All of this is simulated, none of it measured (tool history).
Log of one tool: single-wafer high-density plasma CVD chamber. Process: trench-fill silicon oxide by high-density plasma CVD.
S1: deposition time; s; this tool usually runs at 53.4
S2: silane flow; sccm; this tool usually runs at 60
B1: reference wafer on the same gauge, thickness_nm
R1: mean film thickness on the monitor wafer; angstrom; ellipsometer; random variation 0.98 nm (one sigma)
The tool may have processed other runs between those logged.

run,hour,S1,S2,B1,R1
1,0,53.4,60,347.345,2992.18
2,97.8,53.4,60,346.922,2951.18
3,153.3,53.4,60,346.53,2961.42
4,240.7,53.4,60,347.717,2952.02
5,330.9,53.4,60,346.927,2934.62
6,368.9,53.4,60,347.003,2942.71
7,470.7,53.4,60,346.636,2948.99
8,546.7,53.4,60,346.929,2954.57
9,636,61.8,60,346.716,3397.78
10,709.7,61.8,60,346.885,3395.55
11,748.3,61.8,60,347.321,3403.31
12,829,53.4,67,346.698,3281.36
13,918.3,53.4,67,346.926,3273.51
14,994.9,56.2,52,346.438,2675.32
15,1094.4,63.6,64,347.402,3708.9
16,1172.9,53.4,60,347.47,2918.65
17,1254.9,62.4,51,347.148,2905.13
18,1341,44.2,64,346.582,2570.6
19,1420.9,62.1,68,347.007,3803.11
20,1463.3,53.4,60,347.187,2910.8
21,1533.9,53.4,60,347.384,3040.95
22,1620.3,53.4,60,346.653,3038.78
23,1707.2,44.8,67,346.825,2852.11
24,1809.4,43.9,54,347.076,2234.42
25,1889.9,53.4,60,346.969,3028.27
26,1929.7,57.1,60,346.986,3221.2
27,2024.4,53.4,60,346.666,3023.25

Removed from this log: 2 entries logged between the listed runs. Between which two listed runs does each belong, and how does the tool's hidden state at the listed run before it compare with that at the listed run after it?
Runs 20 to 21: silane flow controller replaced (hour 1503.2)
  delivered silane flow above the setpoint (%): -5.26 -> -0.881
  the result without the hidden state subtracted from the measured one, R1: -161.76 -> -27.04 angstrom
Runs 21 to 22: gauge calibrated (hour 1560.7)
  delivered silane flow above the setpoint (%): -0.881 -> -0.999
  the result without the hidden state subtracted from the measured one, R1: -27.04 -> -30.68 angstrom
